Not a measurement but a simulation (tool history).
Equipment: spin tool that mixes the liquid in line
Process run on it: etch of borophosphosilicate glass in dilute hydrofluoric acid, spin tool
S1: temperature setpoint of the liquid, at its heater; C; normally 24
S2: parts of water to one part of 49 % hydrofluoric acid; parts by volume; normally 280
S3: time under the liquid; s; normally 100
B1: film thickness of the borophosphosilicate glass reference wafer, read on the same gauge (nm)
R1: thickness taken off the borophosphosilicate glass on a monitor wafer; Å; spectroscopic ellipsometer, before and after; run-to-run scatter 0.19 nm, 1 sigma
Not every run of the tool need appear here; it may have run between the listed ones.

Run 1, hour 0: usual settings but S1 26.5 C; B1 130.04. Result: R1 259.2 Å.
Run 2, hour 10.1: usual settings; B1 129.95. Result: R1 238.2 Å.
Run 3, hour 23.9: usual settings; B1 129.98. Result: R1 234.7 Å.
Run 4, hour 37.1: usual settings but S1 22 C, S3 75 s; B1 129.99. Result: R1 162.3 Å.
Run 5, hour 54.7: usual settings; B1 130.02. Result: R1 234.5 Å.
Run 6, hour 67.2: usual settings; B1 129.97. Result: R1 229.4 Å.
Run 7, hour 79.4: usual settings; B1 130. Result: R1 231 Å.
Run 8, hour 86.5: usual settings; B1 129.99. Result: R1 231.7 Å.
Run 9, hour 95.5: usual settings but S2 230 parts by volume; B1 129.98. Result: R1 297.8 Å.
Run 10, hour 105.2: usual settings but S2 230 parts by volume; B1 130. Result: R1 295 Å.
At hour 111.7: hydrofluoric acid flow meter replaced.
Run 11, hour 116.5: usual settings; B1 129.99. Result: R1 258.6 Å.
Run 12, hour 131.2: usual settings; B1 129.97. Result: R1 258.6 Å.
At hour 142.6: gauge calibrated.
Run 13, hour 145.3: usual settings; B1 130.04. Result: R1 259.6 Å.
Run 14, hour 151.8: usual settings but S1 21.5 C, S2 160 parts by volume; B1 130.01. Result: R1 467.3 Å.
Run 15, hour 174.4: usual settings but S2 400 parts by volume, S3 75 s; B1 129.96. Result: R1 121.4 Å.
At hour 177: thermometer replaced.
Run 16, hour 190.5: usual settings but S2 235 parts by volume, S3 70 s; B1 129.96. Result: R1 226.9 Å.
Run 17, hour 208.1: usual settings but S2 345 parts by volume, S3 155 s; B1 130.03. Result: R1 302.2 Å.
Run 18, hour 225.9: usual settings but S2 225 parts by volume, S3 135 s; B1 130.02. Result: R1 450.3 Å.
Run 19, hour 232.4: usual settings but S1 20.5 C, S2 145 parts by volume; B1 130. Result: R1 491.6 Å.
Run 20, hour 245.5: usual settings but S1 21 C, S2 340 parts by volume, S3 115 s; B1 129.98. Result: R1 203.1 Å.
Run 21, hour 258.4: usual settings but S1 20.5 C, S2 165 parts by volume, S3 140 s; B1 129.98. Result: R1 597.2 Å.
Run 22, hour 267.7: usual settings but S1 29 C; B1 129.99. Result: R1 300 Å.
Run 23, hour 281.2: usual settings; B1 129.98. Result: R1 251.7 Å.
Run 24, hour 291.5: usual settings but S1 19.5 C, S2 400 parts by volume, S3 80 s; B1 129.98. Result: R1 109.5 Å.
Run 25, hour 297.6: usual settings but S1 21 C, S2 325 parts by volume, S3 85 s; B1 130.01. Result: R1 157.4 Å.
At hour 314.4: gauge calibrated.
Run 26, hour 314.5: usual settings but S1 21 C, S2 340 parts by volume, S3 115 s; B1 129.97. Result: R1 204.4 Å.
Run 27, hour 322: usual settings; B1 130. Result: R1 251.8 Å.

Below are 4 alternative next runs, each starting from the tool's condition after run 27. Predict each:
Run A, hour 322.4: usual settings; B1 ?. Result: R1 ?.
Run B, hour 322.4: usual settings but S1 25.5 C, S3 45 s; B1 ?. Result: R1 ?.
Run C, hour 322.4: usual settings but S2 145 parts by volume; B1 ?. Result: R1 ?.
Run D, hour 322.4: usual settings but S2 210 parts by volume, S3 70 s; B1 ?. Result: R1 ?.

run      B1     R1
  A  130.02  248.7
  B  130.02  117.9
  C  130.02  557.7
  D  130.02  250.1
Stripped of hidden state, with their random variation kept, the same runs would have yielded:
run     R1
  A  266.2
  B  126.2
  C  593.3
  D  266.9
